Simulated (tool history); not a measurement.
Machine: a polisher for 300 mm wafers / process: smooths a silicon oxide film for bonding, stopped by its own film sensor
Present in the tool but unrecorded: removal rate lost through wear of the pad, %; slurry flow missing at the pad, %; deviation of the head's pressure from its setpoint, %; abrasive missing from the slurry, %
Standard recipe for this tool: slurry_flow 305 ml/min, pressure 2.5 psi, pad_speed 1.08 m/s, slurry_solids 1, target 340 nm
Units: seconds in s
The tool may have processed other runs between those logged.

run,day,slurry_flow,pressure,pad_speed,slurry_solids,target,wafers since the last listed run,wafers polished on this pad,hours since the slurry nozzle was cleaned,hours since the head pressure was calibrated,hours since the slurry blender was calibrated,"incoming thickness of the incoming film, nm",seconds
1,0,305,2.5,1.18,1,321,0,637,165.9,269,122,410.1,82.6
2,0.729,305,2.5,1.08,1,340,125,763,183.4,286.5,139.5,410.3,71.1
# day 0.933: slurry nozzle cleaned
3,1.942,305,2.5,1.08,1,340,201,964,24.2,315.6,168.6,409.2,70.8
# day 2.175: worn pad replaced by a new one
4,3.225,305,2.5,1.08,1,340,192,180,55,346.4,199.4,412.9,69.7
5,3.983,350,2.5,1.08,1,340,130,311,73.2,364.6,217.6,409.5,64.5
# day 4.625: slurry blender recalibrated
6,5.404,350,2.5,1.08,1,340,230,541,107.3,398.7,18.7,412.6,69.1
7,6.438,350,2.5,1.08,1,340,178,719,132.1,423.5,43.5,417.8,73.7
8,7.575,305,2.5,1.08,1,340,196,916,159.4,450.8,70.8,409.7,67.4
# day 8.446: worn pad replaced by a new one
9,8.467,305,2.5,1.08,1,340,124,3,180.8,472.2,92.2,402.9,59.1
10,9.175,305,2.5,1.08,1,340,122,125,197.8,489.2,109.2,408,62.7
11,10.138,305,2.5,1.08,1,340,165,291,220.9,512.3,132.3,418,72.3
# day 10.433: slurry nozzle cleaned
12,11.525,305,2.5,1.08,1,340,231,523,26.2,545.6,165.6,408,64.4
13,12.35,305,2.5,1.08,1,340,142,665,46,565.4,185.4,413.7,69.5
14,13.767,305,2.5,1.08,1,340,244,909,80,599.4,219.4,410.6,67.3
# day 14.388: worn pad replaced by a new one
15,14.408,305,2.9,1.4,1,321,81,3,95.4,614.8,234.8,417.9,62.6
16,15.004,305,2.5,1.18,1,321,102,106,109.7,629.1,249.1,409,74.5
17,16.288,305,1.8,1.08,1,355,221,327,140.5,659.9,279.9,406.8,65
# day 16.504: slurry blender recalibrated
18,17.571,275,2.5,1.26,0.8,340,206,534,171.3,690.7,25.6,411.5,69.7
19,18.417,235,2.2,0.7,0.7,340,145,679,191.6,711,45.9,404.1,130.6
# day 19.454: head pressure recalibrated
# day 19.775: slurry nozzle cleaned
# day 22.017: worn pad replaced by a new one
20,22.712,305,2.5,1.08,1,340,690,119,70.5,78.2,149,416.6,73.9
21,23.412,275,2.5,1.08,1,340,120,240,87.3,95,165.8,411,70.1
# day 27.296: slurry blender recalibrated
22,27.317,375,2.5,0.72,1,347,658,898,181,188.7,0.5,409.9,86.6
23,28.246,305,2.5,1.42,1.1,354,160,1059,203.3,211,22.8,414.5,48.3
# day 28.954: slurry nozzle cleaned
# day 29.133: worn pad replaced by a new one
24,29.154,230,2.5,1.4,1.3,340,120,3,4.8,232.8,44.6,413.2,51.3
25,30.062,305,2.5,1.08,1,340,156,160,26.6,254.6,66.4,415.8,72.1
26,31,215,2.5,1.34,1.15,319,161,321,49.1,277.1,88.9,409.8,70.4
27,32.425,230,2.5,1.24,0.85,363,245,567,83.3,311.3,123.1,405.6,43.3
28,33.842,205,2.5,1.08,1,340,244,811,117.3,345.3,157.1,409.6,72.8

3 options for the next run, each taken on its own from the tool as it stands now. Forecast them:
A,33.858,305,2.5,1.08,0.8,340,2,814,117.7,345.7,157.5,412.2,?
B,33.858,305,2.5,1.08,1.2,358,2,814,117.7,345.7,157.5,412.2,?
C,33.858,305,1.9,1.08,0.75,340,2,814,117.7,345.7,157.5,412.2,?

run,seconds
A,84.3
B,48.1
C,117.6
With no hidden state in the tool, these same runs would have given:
run,seconds
A,85.2
B,48.6
C,118.8
